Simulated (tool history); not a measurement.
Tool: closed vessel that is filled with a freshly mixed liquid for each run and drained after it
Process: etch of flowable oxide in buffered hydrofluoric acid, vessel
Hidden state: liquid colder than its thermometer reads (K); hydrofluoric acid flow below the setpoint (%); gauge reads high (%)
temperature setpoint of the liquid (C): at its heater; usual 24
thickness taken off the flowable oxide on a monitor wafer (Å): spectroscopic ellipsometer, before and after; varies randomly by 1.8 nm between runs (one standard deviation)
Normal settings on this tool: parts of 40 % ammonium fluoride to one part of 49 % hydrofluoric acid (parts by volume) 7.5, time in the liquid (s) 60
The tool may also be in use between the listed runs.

run   hour  temperature setpoint of the liquid (C)  parts of 40 % ammonium fluoride to one part of 49 % hydrofluoric acid (parts by volume)  time in the liquid (s)  wafers since the last listed run  hours since the thermometer was replaced  hours since the hydrofluoric acid flow meter was replaced  hours since the gauge calibration  read-back film thickness of the flowable oxide reference wafer, read on the same gauge (nm)  thickness taken off the flowable oxide on a monitor wafer (Å)
  1      0                                      24                                                                                      7.5                      60                                 0                                    2268.3                                                     1995.7                               47.7                                                                                          110                                                           1799
  2   67.6                                      24                                                                                      7.5                      60                              9833                                    2335.9                                                     2063.3                              115.3                                                                                       109.99                                                         1793.1
  3  122.7                                      24                                                                                      7.5                      60                              8015                                      2391                                                     2118.4                              170.4                                                                                          110                                                         1769.2
  4  169.4                                      24                                                                                      7.5                      60                              6793                                    2437.7                                                     2165.1                              217.1                                                                                          110                                                         1758.8
  5  201.9                                    21.5                                                                                      7.5                      60                              4727                                    2470.2                                                     2197.6                              249.6                                                                                       110.01                                                         1534.7
  6  235.2                                    21.5                                                                                      7.5                      60                              4844                                    2503.5                                                     2230.9                              282.9                                                                                       109.99                                                         1497.4
     267.2  -- hydrofluoric acid flow meter replaced
  7  281.3                                    21.5                                                                                      7.5                      60                              6560                                    2549.6                                                       14.1                                329                                                                                       110.01                                                           1752
     284.8  -- thermometer replaced
  8    352                                      28                                                                                      7.5                      75                             10139                                      67.2                                                       84.8                              399.7                                                                                          110                                                         3508.9
  9    386                                      24                                                                                      7.5                      60                              4945                                     101.2                                                      118.8                              433.7                                                                                          110                                                         2278.2
 10  438.7                                      24                                                                                      7.5                      60                              7666                                     153.9                                                      171.5                              486.4                                                                                       110.02                                                         2275.2
 11  501.5                                      29                                                                                      9.5                      45                              9135                                     216.7                                                      234.3                              549.2                                                                                          110                                                         1774.6
     543.9  -- gauge calibrated
 12  607.4                                    19.5                                                                                      7.5                      60                             15404                                     322.6                                                      340.2                               63.5                                                                                       109.98                                                         1702.2
 13  639.4                                      24                                                                                      7.5                      60                              4654                                     354.6                                                      372.2                               95.5                                                                                          110                                                         2208.7
 14  683.4                                      22                                                                                      7.5                      85                              6400                                     398.6                                                      416.2                              139.5                                                                                       109.99                                                           2780
 15    725                                      24                                                                                      8.5                      60                              6051                                     440.2                                                      457.8                              181.1                                                                                       110.01                                                         1908.2
 16  791.2                                      24                                                                                        6                      40                              9629                                     506.4                                                        524                              247.3                                                                                          110                                                         1785.4

What if the next run were any one of these 5? Each begins from the tool's condition after run 16:
  A  791.9                                      24                                                                                      7.5                      40                               101                                     507.1                                                      524.7                                248                                                                                            ?                                                              ?
  B  791.9                                    26.5                                                                                      7.5                      90                               101                                     507.1                                                      524.7                                248                                                                                            ?                                                              ?
  C  791.9                                      24                                                                                      9.5                      60                               101                                     507.1                                                      524.7                                248                                                                                            ?                                                              ?
  D  791.9                                      24                                                                                      7.5                      75                               101                                     507.1                                                      524.7                                248                                                                                            ?                                                              ?
  E  791.9                                    20.5                                                                                     10.5                      45                               101                                     507.1                                                      524.7                                248                                                                                            ?                                                              ?

run  read-back film thickness of the flowable oxide reference wafer, read on the same gauge (nm)  thickness taken off the flowable oxide on a monitor wafer (Å)
  A                                                                                       110.03                                                         1450.4
  B                                                                                       110.03                                                         3736.9
  C                                                                                       110.03                                                         1751.2
  D                                                                                       110.03                                                         2719.4
  E                                                                                       110.03                                                          988.1
Had the tool no hidden state, the same runs would have come out as:
run  thickness taken off the flowable oxide on a monitor wafer (Å)
  A                                                         1545.1
  B                                                           3979
  C                                                         1838.6
  D                                                           2897
  E                                                         1049.7
